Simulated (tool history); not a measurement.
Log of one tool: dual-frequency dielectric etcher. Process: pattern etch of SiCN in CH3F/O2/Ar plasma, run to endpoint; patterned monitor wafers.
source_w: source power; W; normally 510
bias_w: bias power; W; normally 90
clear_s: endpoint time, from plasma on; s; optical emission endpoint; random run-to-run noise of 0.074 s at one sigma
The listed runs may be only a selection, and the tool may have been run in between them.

| run | day | source_w | bias_w | incoming incoming film thickness, nm | clear_s |
|---|---|---|---|---|---|
| 1 | 0.000 | 510 | 90 | 7.71 | 16.2 |
| 2 | 2.904 | 510 | 90 | 7.70 | 16.1 |
|  | 5.725 | wet clean of the chamber |
|  | 6.604 | bias power generator calibrated |
| 3 | 6.625 | 510 | 90 | 7.67 | 16.3 |
| 4 | 9.258 | 510 | 90 | 7.72 | 16.6 |
| 5 | 13.533 | 510 | 90 | 7.63 | 16.1 |
| 6 | 15.771 | 510 | 90 | 7.64 | 16.3 |
| 7 | 18.517 | 510 | 90 | 7.74 | 16.6 |
| 8 | 22.104 | 510 | 90 | 7.68 | 16.4 |
|  | 24.796 | wet clean of the chamber |
| 9 | 24.817 | 510 | 90 | 7.67 | 16.3 |
| 10 | 26.221 | 510 | 90 | 7.72 | 16.3 |
| 11 | 27.829 | 510 | 90 | 7.72 | 16.4 |
| 12 | 30.300 | 410 | 79 | 7.78 | 18.6 |
| 13 | 34.458 | 510 | 90 | 7.62 | 16.0 |
| 14 | 38.329 | 640 | 90 | 7.81 | 15.2 |
|  | 41.154 | upper electrode replaced, of another model than before |
|  | 42.883 | wet clean of the chamber |
| 15 | 42.904 | 540 | 76 | 7.76 | 17.9 |
| 16 | 45.583 | 510 | 81 | 7.74 | 17.6 |
| 17 | 48.812 | 600 | 99 | 7.71 | 13.8 |
| 18 | 52.912 | 430 | 79 | 7.69 | 19.8 |
| 19 | 55.362 | 450 | 90 | 7.75 | 17.4 |
| 20 | 57.312 | 560 | 84 | 7.67 | 15.9 |
|  | 58.604 | wet clean of the chamber |
|  | 60.712 | source power generator calibrated |
|  | 61.483 | bias power generator calibrated |
| 21 | 67.108 | 510 | 90 | 7.78 | 16.6 |
| 22 | 71.475 | 510 | 75 | 7.68 | 19.2 |
|  | 74.767 | wet clean of the chamber |
| 23 | 74.788 | 510 | 106 | 7.75 | 14.7 |

Run 24 comes next. What will it give?
| 24 | 77.471 | 550 | 76 | 7.77 | ? |

{"run 24": {"clear_s": 18.2}}
With the hidden condition absent and the run-to-run variation left alone, this run would have shown clear_s 18.2 s.
